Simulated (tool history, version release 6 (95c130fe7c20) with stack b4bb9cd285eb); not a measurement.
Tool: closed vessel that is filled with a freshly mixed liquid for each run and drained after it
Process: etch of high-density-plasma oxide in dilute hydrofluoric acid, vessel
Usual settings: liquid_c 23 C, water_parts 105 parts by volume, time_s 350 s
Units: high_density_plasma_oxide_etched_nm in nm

| run | hour | liquid_c | water_parts | time_s | wafers since the last listed run | hours since the thermometer was replaced | hours since the hydrofluoric acid flow meter was replaced | hours since the gauge calibration | read-back film thickness of the high-density-plasma oxide reference wafer, read on the same gauge (nm) | high_density_plasma_oxide_etched_nm |
|---|---|---|---|---|---|---|---|---|---|---|
| 1 | 0 | 19.5 | 105 | 510 | 0 | 364.3 | 1265.1 | 302.2 | 130.01 | 30.86 |
| 2 | 38.7 | 19.5 | 105 | 510 | 4256 | 403 | 1303.8 | 340.9 | 129.99 | 30.5 |
| 3 | 81.8 | 19.5 | 105 | 510 | 4740 | 446.1 | 1346.9 | 384 | 130.03 | 30.87 |
| 4 | 130.9 | 23 | 105 | 350 | 5399 | 495.2 | 1396 | 433.1 | 130 | 24.65 |
| 5 | 195.6 | 23 | 105 | 350 | 7115 | 559.9 | 1460.7 | 497.8 | 130.04 | 24.68 |
| 6 | 231.5 | 23 | 105 | 350 | 3948 | 595.8 | 1496.6 | 533.7 | 130.01 | 24.4 |
| 7 | 300.9 | 23 | 105 | 350 | 7632 | 665.2 | 1566 | 603.1 | 130 | 24.65 |
| 8 | 346.5 | 23 | 105 | 560 | 5015 | 710.8 | 1611.6 | 648.7 | 130.02 | 39.78 |
|  | 373.5 | thermometer replaced |
| 9 | 399 | 25 | 105 | 410 | 5663 | 25.5 | 1664.1 | 701.2 | 130.01 | 30.19 |
| 10 | 423.2 | 23 | 105 | 350 | 2661 | 49.7 | 1688.3 | 725.4 | 129.97 | 23.94 |
|  | 471.4 | hydrofluoric acid flow meter replaced |
|  | 489.3 | gauge calibrated |
| 11 | 489.6 | 23 | 105 | 350 | 7192 | 116.1 | 18.2 | 0.3 | 129.96 | 23.77 |
| 12 | 531.1 | 23 | 130 | 155 | 4564 | 157.6 | 59.7 | 41.8 | 130 | 8.3 |
| 13 | 590.7 | 23 | 70 | 555 | 6554 | 217.2 | 119.3 | 101.4 | 129.97 | 59.33 |
| 14 | 638 | 23 | 105 | 350 | 5201 | 264.5 | 166.6 | 148.7 | 130.02 | 23.93 |

Forecast each of these 5 alternatives for the next run:
| A | 638.7 | 23 | 70 | 350 | 76 | 265.2 | 167.3 | 149.4 | ? | ? |
| B | 638.7 | 23 | 120 | 350 | 76 | 265.2 | 167.3 | 149.4 | ? | ? |
| C | 638.7 | 27.5 | 120 | 540 | 76 | 265.2 | 167.3 | 149.4 | ? | ? |
| D | 638.7 | 20 | 105 | 200 | 76 | 265.2 | 167.3 | 149.4 | ? | ? |
| E | 638.7 | 23 | 140 | 350 | 76 | 265.2 | 167.3 | 149.4 | ? | ? |

| run | read-back film thickness of the high-density-plasma oxide reference wafer, read on the same gauge (nm) | high_density_plasma_oxide_etched_nm |
|---|---|---|
| A | 129.98 | 37.86 |
| B | 129.98 | 20.77 |
| C | 129.98 | 38.09 |
| D | 129.98 | 12.24 |
| E | 129.98 | 17.39 |
Without the tool's hidden state the same runs would have given:
| run | high_density_plasma_oxide_etched_nm |
|---|---|
| A | 37.02 |
| B | 20.33 |
| C | 37.31 |
| D | 11.97 |
| E | 17.03 |

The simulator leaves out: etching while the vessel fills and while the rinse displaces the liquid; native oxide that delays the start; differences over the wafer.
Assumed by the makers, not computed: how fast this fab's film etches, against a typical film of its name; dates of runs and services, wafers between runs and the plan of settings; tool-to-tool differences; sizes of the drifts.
